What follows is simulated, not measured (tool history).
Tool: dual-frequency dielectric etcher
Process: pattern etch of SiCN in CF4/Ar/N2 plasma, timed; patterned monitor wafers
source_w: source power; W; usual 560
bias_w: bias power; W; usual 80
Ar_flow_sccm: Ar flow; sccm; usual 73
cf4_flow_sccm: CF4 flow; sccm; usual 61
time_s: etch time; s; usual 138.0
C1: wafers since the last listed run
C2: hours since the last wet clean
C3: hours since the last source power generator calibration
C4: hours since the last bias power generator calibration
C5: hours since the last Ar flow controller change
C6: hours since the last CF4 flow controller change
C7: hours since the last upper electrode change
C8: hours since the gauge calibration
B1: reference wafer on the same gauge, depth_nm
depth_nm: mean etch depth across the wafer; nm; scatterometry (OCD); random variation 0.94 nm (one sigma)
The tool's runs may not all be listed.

Run 1, hour 0.0: usual settings; C1 0; C2 223.0; C3 3588.8; C4 2816.1; C5 1685.2; C6 3140.6; C7 3889.3; C8 47.0; B1 169.0. Result: depth_nm 156.5 nm.
Run 2, hour 14.8: usual settings; C1 112; C2 237.8; C3 3603.6; C4 2830.9; C5 1700.0; C6 3155.4; C7 3904.1; C8 61.8; B1 169.2. Result: depth_nm 156.4 nm.
Run 3, hour 26.9: usual settings; C1 92; C2 249.9; C3 3615.7; C4 2843.0; C5 1712.1; C6 3167.5; C7 3916.2; C8 73.9; B1 169.2. Result: depth_nm 157.3 nm.
Run 4, hour 37.0: usual settings; C1 77; C2 260.0; C3 3625.8; C4 2853.1; C5 1722.2; C6 3177.6; C7 3926.3; C8 84.0; B1 168.7. Result: depth_nm 156.4 nm.
Run 5, hour 47.2: usual settings; C1 77; C2 270.2; C3 3636.0; C4 2863.3; C5 1732.4; C6 3187.8; C7 3936.5; C8 94.2; B1 169.0. Result: depth_nm 157.9 nm.
Run 6, hour 59.7: usual settings; C1 95; C2 282.7; C3 3648.5; C4 2875.8; C5 1744.9; C6 3200.3; C7 3949.0; C8 106.7; B1 169.0. Result: depth_nm 157.8 nm.
Run 7, hour 72.8: usual settings; C1 99; C2 295.8; C3 3661.6; C4 2888.9; C5 1758.0; C6 3213.4; C7 3962.1; C8 119.8; B1 169.2. Result: depth_nm 159.0 nm.
Run 8, hour 85.0: usual settings; C1 93; C2 308.0; C3 3673.8; C4 2901.1; C5 1770.2; C6 3225.6; C7 3974.3; C8 132.0; B1 169.0. Result: depth_nm 159.2 nm.
Run 9, hour 101.4: usual settings; C1 125; C2 324.4; C3 3690.2; C4 2917.5; C5 1786.6; C6 3242.0; C7 3990.7; C8 148.4; B1 169.0. Result: depth_nm 157.9 nm.
Run 10, hour 117.4: usual settings; C1 122; C2 340.4; C3 3706.2; C4 2933.5; C5 1802.6; C6 3258.0; C7 4006.7; C8 164.4; B1 169.0. Result: depth_nm 159.4 nm.
At hour 147.3: bias power generator calibrated.
At hour 151.3: source power generator calibrated.
At hour 152.5: gauge calibrated.
At hour 154.6: wet clean of the chamber.
Run 11, hour 155.1: usual settings but bias_w 97 W, Ar_flow_sccm 81 sccm, cf4_flow_sccm 46 sccm, time_s 150.0 s; C1 201; C2 0.5; C3 3.8; C4 7.8; C5 1840.3; C6 3295.7; C7 4044.4; C8 2.6; B1 169.1. Result: depth_nm 166.8 nm.
Run 12, hour 155.5: usual settings; C1 3; C2 0.9; C3 4.2; C4 8.2; C5 1840.7; C6 3296.1; C7 4044.8; C8 3.0; B1 168.8. Result: depth_nm 152.2 nm.
Run 13, hour 165.6: usual settings but cf4_flow_sccm 47 sccm; C1 77; C2 11.0; C3 14.3; C4 18.3; C5 1850.8; C6 3306.2; C7 4054.9; C8 13.1; B1 168.8. Result: depth_nm 146.7 nm.
Run 14, hour 183.3: usual settings but source_w 600 W; C1 135; C2 28.7; C3 32.0; C4 36.0; C5 1868.5; C6 3323.9; C7 4072.6; C8 30.8; B1 169.2. Result: depth_nm 159.0 nm.
At hour 204.2: CF4 flow controller replaced.
At hour 215.8: upper electrode replaced.
At hour 220.0: Ar flow controller replaced.
Run 15, hour 220.5: usual settings but source_w 610 W, bias_w 65 W, cf4_flow_sccm 51 sccm, time_s 126.5 s; C1 117; C2 65.9; C3 69.2; C4 73.2; C5 0.5; C6 16.3; C7 4.7; C8 68.0; B1 168.9. Result: depth_nm 135.8 nm.
Run 16, hour 220.8: usual settings; C1 2; C2 66.2; C3 69.5; C4 73.5; C5 0.8; C6 16.6; C7 5.0; C8 68.3; B1 169.0. Result: depth_nm 153.0 nm.
Run 17, hour 241.2: usual settings but Ar_flow_sccm 59 sccm, cf4_flow_sccm 71 sccm, time_s 119.5 s; C1 155; C2 86.6; C3 89.9; C4 93.9; C5 21.2; C6 37.0; C7 25.4; C8 88.7; B1 168.7. Result: depth_nm 142.1 nm.
Run 18, hour 257.4: usual settings but source_w 520 W, bias_w 86 W, time_s 159.5 s; C1 123; C2 102.8; C3 106.1; C4 110.1; C5 37.4; C6 53.2; C7 41.6; C8 104.9; B1 169.0. Result: depth_nm 176.6 nm.
Run 19, hour 266.8: usual settings but Ar_flow_sccm 88 sccm; C1 71; C2 112.2; C3 115.5; C4 119.5; C5 46.8; C6 62.6; C7 51.0; C8 114.3; B1 168.9. Result: depth_nm 148.8 nm.
Run 20, hour 284.7: usual settings but source_w 510 W, Ar_flow_sccm 61 sccm; C1 136; C2 130.1; C3 133.4; C4 137.4; C5 64.7; C6 80.5; C7 68.9; C8 132.2; B1 169.2. Result: depth_nm 153.5 nm.

Forecast each of these 5 alternatives for the next run:
Run A, hour 285.2: usual settings; C1 3; C2 130.6; C3 133.9; C4 137.9; C5 65.2; C6 81.0; C7 69.4; C8 132.7; B1 ?. Result: depth_nm ?.
Run B, hour 285.2: usual settings but Ar_flow_sccm 67 sccm; C1 3; C2 130.6; C3 133.9; C4 137.9; C5 65.2; C6 81.0; C7 69.4; C8 132.7; B1 ?. Result: depth_nm ?.
Run C, hour 285.2: usual settings but bias_w 90 W, Ar_flow_sccm 55 sccm; C1 3; C2 130.6; C3 133.9; C4 137.9; C5 65.2; C6 81.0; C7 69.4; C8 132.7; B1 ?. Result: depth_nm ?.
Run D, hour 285.2: usual settings but Ar_flow_sccm 61 sccm, time_s 154.0 s; C1 3; C2 130.6; C3 133.9; C4 137.9; C5 65.2; C6 81.0; C7 69.4; C8 132.7; B1 ?. Result: depth_nm ?.
Run E, hour 285.2: usual settings but source_w 430 W, cf4_flow_sccm 68 sccm; C1 3; C2 130.6; C3 133.9; C4 137.9; C5 65.2; C6 81.0; C7 69.4; C8 132.7; B1 ?. Result: depth_nm ?.

run     B1  depth_nm
  A  169.2     152.7
  B  169.2     155.7
  C  169.2     168.9
  D  169.2     177.5
  E  169.2     132.6
Without the tool's hidden state the same runs would have given:
run  depth_nm
  A     150.1
  B     153.0
  C     166.0
  D     174.4
  E     130.3

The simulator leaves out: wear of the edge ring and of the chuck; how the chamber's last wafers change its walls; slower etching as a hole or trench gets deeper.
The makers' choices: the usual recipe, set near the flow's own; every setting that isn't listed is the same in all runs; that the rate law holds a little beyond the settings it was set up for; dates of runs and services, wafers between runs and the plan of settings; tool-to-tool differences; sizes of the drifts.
